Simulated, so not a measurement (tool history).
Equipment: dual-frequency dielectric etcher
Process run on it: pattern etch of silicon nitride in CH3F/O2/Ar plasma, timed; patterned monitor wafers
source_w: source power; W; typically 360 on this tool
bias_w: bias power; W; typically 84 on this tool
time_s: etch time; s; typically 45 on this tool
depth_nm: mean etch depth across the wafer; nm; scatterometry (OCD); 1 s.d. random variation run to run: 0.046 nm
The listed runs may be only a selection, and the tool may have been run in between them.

| run | hour | source_w | bias_w | time_s | wafers since the last listed run | hours since the last wet clean | hours since the last source power generator calibration | hours since the last bias power generator calibration | hours since the last upper electrode change | hours since the gauge calibration | read-back reference wafer on the same gauge, depth_nm | depth_nm |
|---|---|---|---|---|---|---|---|---|---|---|---|---|
| 1 | 0 | 360 | 84 | 45 | 0 | 315.3 | 2370.3 | 4243.5 | 4062.1 | 33.1 | 30.79 | 31.02 |
| 2 | 29.5 | 360 | 84 | 45 | 301 | 344.8 | 2399.8 | 4273 | 4091.6 | 62.6 | 30.8 | 30.99 |
| 3 | 55.7 | 360 | 84 | 45 | 267 | 371 | 2426 | 4299.2 | 4117.8 | 88.8 | 30.79 | 31.11 |
| 4 | 88.2 | 360 | 84 | 45 | 332 | 403.5 | 2458.5 | 4331.7 | 4150.3 | 121.3 | 30.81 | 31.16 |
| 5 | 114.8 | 360 | 84 | 45 | 272 | 430.1 | 2485.1 | 4358.3 | 4176.9 | 147.9 | 30.8 | 31.16 |
| 6 | 135.6 | 360 | 84 | 45 | 212 | 450.9 | 2505.9 | 4379.1 | 4197.7 | 168.7 | 30.79 | 31.18 |
| 7 | 153.6 | 360 | 84 | 45 | 184 | 468.9 | 2523.9 | 4397.1 | 4215.7 | 186.7 | 30.8 | 31.14 |
| 8 | 169.3 | 360 | 84 | 37.5 | 160 | 484.6 | 2539.6 | 4412.8 | 4231.4 | 202.4 | 30.79 | 26.01 |
|  | 218 | upper electrode replaced |
|  | 238.8 | wet clean of the chamber |
| 9 | 239.3 | 360 | 84 | 45 | 258 | 0.5 | 2609.6 | 4482.8 | 21.3 | 272.4 | 30.8 | 30.86 |
| 10 | 239.6 | 360 | 84 | 45 | 3 | 0.8 | 2609.9 | 4483.1 | 21.6 | 272.7 | 30.81 | 30.84 |
| 11 | 244.3 | 360 | 77 | 45 | 48 | 5.5 | 2614.6 | 4487.8 | 26.3 | 277.4 | 30.79 | 29.39 |
| 12 | 277.6 | 360 | 84 | 45 | 340 | 38.8 | 2647.9 | 4521.1 | 59.6 | 310.7 | 30.8 | 30.85 |
| 13 | 311.3 | 360 | 84 | 45 | 344 | 72.5 | 2681.6 | 4554.8 | 93.3 | 344.4 | 30.79 | 30.86 |
| 14 | 344.8 | 430 | 84 | 45 | 342 | 106 | 2715.1 | 4588.3 | 126.8 | 377.9 | 30.81 | 33.28 |
|  | 358.2 | source power generator calibrated |
| 15 | 379.9 | 320 | 93 | 31.5 | 318 | 141.1 | 21.7 | 4623.4 | 161.9 | 413 | 30.8 | 21.75 |
|  | 386.3 | gauge calibrated |
| 16 | 414.4 | 420 | 84 | 49 | 352 | 175.6 | 56.2 | 4657.9 | 196.4 | 28.1 | 30.8 | 35.93 |
|  | 439.6 | bias power generator calibrated |
| 17 | 448.9 | 280 | 75 | 33.5 | 311 | 210.1 | 90.7 | 9.3 | 230.9 | 62.6 | 30.8 | 19.63 |
| 18 | 472.6 | 310 | 102 | 51 | 242 | 233.8 | 114.4 | 33 | 254.6 | 86.3 | 30.81 | 36.61 |
| 19 | 507.8 | 410 | 65 | 35 | 359 | 269 | 149.6 | 68.2 | 289.8 | 121.5 | 30.8 | 22.33 |
| 20 | 522.2 | 360 | 84 | 45 | 147 | 283.4 | 164 | 82.6 | 304.2 | 135.9 | 30.79 | 31.17 |
| 21 | 553.4 | 420 | 76 | 57 | 319 | 314.6 | 195.2 | 113.8 | 335.4 | 167.1 | 30.79 | 39.96 |
| 22 | 583.2 | 420 | 104 | 50 | 304 | 344.4 | 225 | 143.6 | 365.2 | 196.9 | 30.8 | 41.1 |
| 23 | 606.9 | 320 | 96 | 48.5 | 242 | 368.1 | 248.7 | 167.3 | 388.9 | 220.6 | 30.8 | 34.39 |

Some steps in depth_nm, run to run, broken into two amounts with sign: the step expected even without the hidden condition (settings, incoming material, random variation), and the rest, left for the hidden condition together with whatever gauge scatter is not in both the measured and the hidden-condition-free result:
Hidden state at play: etch rate over this chamber's usual, %; source power that arrives over what is set, %; bias power that arrives over what is set, %; gauge reads high (%).
Run 8 -> 9: time_s 37.5 -> 45, upper electrode replaced, wet clean of the chamber. depth_nm +4.85 nm: hidden state -0.32, all else +5.17.
Run 16 -> 17: source_w 420 -> 280, bias_w 84 -> 75, time_s 49 -> 33.5, bias power generator calibrated. depth_nm -16.3 nm: hidden state -0.16, all else -16.14.
Run 17 -> 18: source_w 280 -> 310, bias_w 75 -> 102, time_s 33.5 -> 51. depth_nm +16.98 nm: hidden state +0.24, all else +16.74.
